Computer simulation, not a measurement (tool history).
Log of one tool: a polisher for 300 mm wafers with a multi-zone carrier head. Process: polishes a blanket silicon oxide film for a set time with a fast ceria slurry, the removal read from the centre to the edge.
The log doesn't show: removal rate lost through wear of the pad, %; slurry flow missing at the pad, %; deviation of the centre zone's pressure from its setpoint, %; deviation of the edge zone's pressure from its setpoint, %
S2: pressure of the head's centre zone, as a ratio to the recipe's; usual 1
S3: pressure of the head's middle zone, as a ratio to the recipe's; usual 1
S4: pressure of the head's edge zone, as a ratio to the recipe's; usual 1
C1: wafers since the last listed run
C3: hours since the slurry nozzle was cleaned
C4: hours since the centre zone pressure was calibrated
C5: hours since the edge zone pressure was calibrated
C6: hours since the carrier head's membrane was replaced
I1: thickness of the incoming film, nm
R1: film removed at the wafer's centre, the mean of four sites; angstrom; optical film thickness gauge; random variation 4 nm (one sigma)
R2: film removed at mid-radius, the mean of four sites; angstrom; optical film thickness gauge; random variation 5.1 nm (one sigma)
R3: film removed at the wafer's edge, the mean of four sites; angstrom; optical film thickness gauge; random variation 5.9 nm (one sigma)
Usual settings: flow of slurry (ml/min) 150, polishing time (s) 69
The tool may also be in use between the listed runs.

run 1 hour=0 | flow_of_slurry_(ml/min)=150 S2=0.88 S3=1 S4=0.96 polishing_time_(s)=69 | C1=0 wafers_polished_on_this_pad=3079 C3=622.3 C4=694 C5=296.7 C6=111.8 | I1=3400.1 | R1=5478 R2=6121 R3=6071
run 2 hour=103.5 | flow_of_slurry_(ml/min)=150 S2=0.95 S3=0.95 S4=1 polishing_time_(s)=69 | C1=1147 wafers_polished_on_this_pad=4226 C3=725.8 C4=797.5 C5=400.2 C6=215.3 | I1=3368.4 | R1=5975 R2=5932 R3=6178
-- hour=146.3 centre zone pressure recalibrated
run 3 hour=172.9 | flow_of_slurry_(ml/min)=150 S2=1 S3=0.89 S4=1 polishing_time_(s)=69 | C1=747 wafers_polished_on_this_pad=4973 C3=795.2 C4=26.6 C5=469.6 C6=284.7 | I1=3349.2 | R1=6265 R2=5617 R3=6091
-- hour=204.9 slurry nozzle cleaned
run 4 hour=263.1 | flow_of_slurry_(ml/min)=195 S2=0.96 S3=0.9 S4=1 polishing_time_(s)=62 | C1=988 wafers_polished_on_this_pad=5962 C3=58.2 C4=116.8 C5=559.8 C6=374.9 | I1=3354.3 | R1=5598 R2=5290 R3=5710
run 5 hour=303.3 | flow_of_slurry_(ml/min)=150 S2=1 S3=1 S4=1 polishing_time_(s)=49 | C1=445 wafers_polished_on_this_pad=6408 C3=98.4 C4=157 C5=600 C6=415.1 | I1=3341.6 | R1=4426 R2=4340 R3=4372
run 6 hour=366.6 | flow_of_slurry_(ml/min)=150 S2=1.11 S3=1 S4=1 polishing_time_(s)=69 | C1=701 wafers_polished_on_this_pad=7110 C3=161.7 C4=220.3 C5=663.3 C6=478.4 | I1=3358.7 | R1=7018 R2=6147 R3=6142
-- hour=414.5 worn pad replaced by a new one
run 7 hour=415 | flow_of_slurry_(ml/min)=130 S2=1.11 S3=1.07 S4=1.1 polishing_time_(s)=69 | C1=492 wafers_polished_on_this_pad=5 C3=210.1 C4=268.7 C5=711.7 C6=526.8 | I1=3305.3 | R1=6798 R2=6367 R3=6303
-- hour=452.5 edge zone pressure recalibrated
run 8 hour=473.5 | flow_of_slurry_(ml/min)=150 S2=0.89 S3=0.96 S4=0.91 polishing_time_(s)=69 | C1=626 wafers_polished_on_this_pad=631 C3=268.6 C4=327.2 C5=21 C6=585.3 | I1=3403.6 | R1=5594 R2=6008 R3=5955
run 9 hour=554.1 | flow_of_slurry_(ml/min)=150 S2=1 S3=1 S4=0.93 polishing_time_(s)=69 | C1=893 wafers_polished_on_this_pad=1525 C3=349.2 C4=407.8 C5=101.6 C6=665.9 | I1=3355.9 | R1=6267 R2=6092 R3=5997
run 10 hour=608.3 | flow_of_slurry_(ml/min)=150 S2=1 S3=1.06 S4=1 polishing_time_(s)=69 | C1=600 wafers_polished_on_this_pad=2126 C3=403.4 C4=462 C5=155.8 C6=720.1 | I1=3337.2 | R1=6314 R2=6470 R3=6288
run 11 hour=697 | flow_of_slurry_(ml/min)=150 S2=1 S3=1 S4=0.96 polishing_time_(s)=69 | C1=983 wafers_polished_on_this_pad=3109 C3=492.1 C4=550.7 C5=244.5 C6=808.8 | I1=3374 | R1=6267 R2=6117 R3=5982

Forecast run 12:
run 12 hour=773.9 | flow_of_slurry_(ml/min)=150 S2=1 S3=1 S4=1 polishing_time_(s)=76 | C1=852 wafers_polished_on_this_pad=3961 C3=569 C4=627.6 C5=321.4 C6=885.7 | I1=3386.9 | R1=? R2=? R3=?

Run 12 gave R1 6850 angstrom, R2 6870 angstrom, R3 6741 angstrom.
Without the tool's hidden state the same run would have given R1 6850 angstrom, R2 6870 angstrom, R3 6741 angstrom.

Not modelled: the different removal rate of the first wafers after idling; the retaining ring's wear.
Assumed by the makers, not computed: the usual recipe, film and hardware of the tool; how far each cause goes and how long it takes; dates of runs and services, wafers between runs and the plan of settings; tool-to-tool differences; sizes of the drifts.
